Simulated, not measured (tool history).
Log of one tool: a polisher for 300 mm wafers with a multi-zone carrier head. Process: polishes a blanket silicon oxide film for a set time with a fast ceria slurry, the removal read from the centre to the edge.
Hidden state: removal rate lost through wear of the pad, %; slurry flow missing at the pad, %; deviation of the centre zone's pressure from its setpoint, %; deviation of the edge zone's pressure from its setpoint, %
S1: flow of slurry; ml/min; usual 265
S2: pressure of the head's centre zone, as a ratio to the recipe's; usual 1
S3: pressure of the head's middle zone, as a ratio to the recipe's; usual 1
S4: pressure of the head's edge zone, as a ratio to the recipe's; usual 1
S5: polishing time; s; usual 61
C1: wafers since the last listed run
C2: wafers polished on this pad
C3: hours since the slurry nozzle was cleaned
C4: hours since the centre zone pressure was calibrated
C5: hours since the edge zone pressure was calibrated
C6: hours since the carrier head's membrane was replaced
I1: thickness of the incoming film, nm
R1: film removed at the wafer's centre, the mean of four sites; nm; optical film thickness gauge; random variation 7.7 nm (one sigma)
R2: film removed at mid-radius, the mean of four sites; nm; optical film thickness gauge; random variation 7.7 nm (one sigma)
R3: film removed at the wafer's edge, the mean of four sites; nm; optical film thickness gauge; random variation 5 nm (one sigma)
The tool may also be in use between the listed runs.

run,hour,S1,S2,S3,S4,S5,C1,C2,C3,C4,C5,C6,I1,R1,R2,R3
1,0,265,1,0.94,1,61,0,2830,476.1,699.9,268.6,976.8,1861.5,620.3,588,641
# hour 18.8: edge zone pressure recalibrated
2,53.7,265,1,0.94,1,61,785,3616,529.8,753.6,34.9,1030.5,1845.6,602,565.3,616.1
# hour 102.8: centre zone pressure recalibrated
3,103.7,265,1,1,1,61,729,4345,579.8,0.9,84.9,1080.5,1853.9,594.4,567,596.2
# hour 170: worn pad replaced by a new one
4,173.9,265,1,1,1,61,1006,59,650,71.1,155.1,1150.7,1839.1,663,637.9,653.1
5,235.3,265,1,1,1,61,933,992,711.4,132.5,216.5,1212.1,1829.4,663.7,636.6,648.2
6,265.3,265,1,1,1,61,456,1448,741.4,162.5,246.5,1242.1,1833.3,650,636,652
# hour 348.1: slurry nozzle cleaned
# hour 377.1: edge zone pressure recalibrated
7,385,265,1.07,1,1.06,61,1774,3222,36.9,282.2,7.9,1361.8,1854,649.7,609.5,639.2
8,414.7,265,1.07,1,1.06,61,451,3674,66.6,311.9,37.6,1391.5,1841.2,649.8,593,628.8
# hour 471.4: carrier head's membrane replaced by a new one
9,481.4,265,1.07,1,1.06,61,938,4612,133.3,378.6,104.3,10,1855.4,615.8,561.2,593.4
# hour 496.9: worn pad replaced by a new one
10,527.2,200,1.04,1,1,61,635,461,179.1,424.4,150.1,55.8,1841.4,643.5,604.1,627.1
11,585.7,190,1.11,1.09,1,61,889,1350,237.6,482.9,208.6,114.3,1825.6,667.9,650.3,621.9
12,649.9,320,1,1,1,69,976,2326,301.8,547.1,272.8,178.5,1831.2,721.7,688.8,715.3
13,702.2,265,1,1,0.9,61,795,3121,354.1,599.4,325.1,230.8,1868.2,612.6,604.9,579.2
# hour 742.4: edge zone pressure recalibrated
# hour 799.4: worn pad replaced by a new one
14,882.2,265,1,1,1,61,2645,1259,534.1,779.4,139.8,410.8,1848.7,650.5,636.7,653
# hour 917.4: centre zone pressure recalibrated
15,932,265,1,1,1,61,726,1985,583.9,14.6,189.6,460.6,1878.7,638,619.1,651.1
16,997.1,265,1,1,1.05,61,989,2975,649,79.7,254.7,525.7,1840.8,606.4,613.7,640.2
# hour 1025: edge zone pressure recalibrated
17,1043,265,1.05,1,1,61,667,3642,694.9,125.6,18,571.6,1843.1,647.1,598.8,606.5
# hour 1049.6: slurry nozzle cleaned
# hour 1090: worn pad replaced by a new one
18,1090.5,300,1.11,1,0.9,82,646,7,40.9,173.1,65.5,619.1,1852,1004.1,891.6,868.4
19,1114.9,265,1,0.95,1.05,61,370,378,65.3,197.5,89.9,643.5,1856.5,673.5,628.4,671.6
20,1291.1,265,1,1,0.89,61,2678,3057,241.5,373.7,266.1,819.7,1872.4,625,630.9,608.5
21,1358.6,265,0.89,1,1.06,68,1026,4083,309,441.2,333.6,887.2,1837.8,599,665.3,682.2
# hour 1375.5: edge zone pressure recalibrated
# hour 1389.4: worn pad replaced by a new one
22,1420.2,190,1.08,1,1.03,75,845,468,370.6,502.8,44.7,948.8,1813.9,826.7,745.2,789.4

Hidden state or all else? Some run-to-run changes of R1, split into what the settings, what came in and random variation would give without the hidden state, and what is left for the hidden state (with any gauge scatter that isn't in both results):
Run 3 -> 4: worn pad replaced by a new one. R1 +68.6 nm: hidden state +66.8, all else +1.8.
Run 9 -> 10: S1 265 -> 200, S2 1.07 -> 1.04, S4 1.06 -> 1, worn pad replaced by a new one. R1 +27.7 nm: hidden state +67.7, all else -40.
Run 17 -> 18: S1 265 -> 300, S2 1.05 -> 1.11, S4 1 -> 0.9, S5 61 -> 82, slurry nozzle cleaned, worn pad replaced by a new one. R1 +357 nm: hidden state +57.6, all else +299.4.
Run 18 -> 19: S1 300 -> 265, S2 1.11 -> 1, S3 1 -> 0.95, S4 0.9 -> 1.05, S5 82 -> 61. R1 -330.6 nm: hidden state +0.4, all else -331.
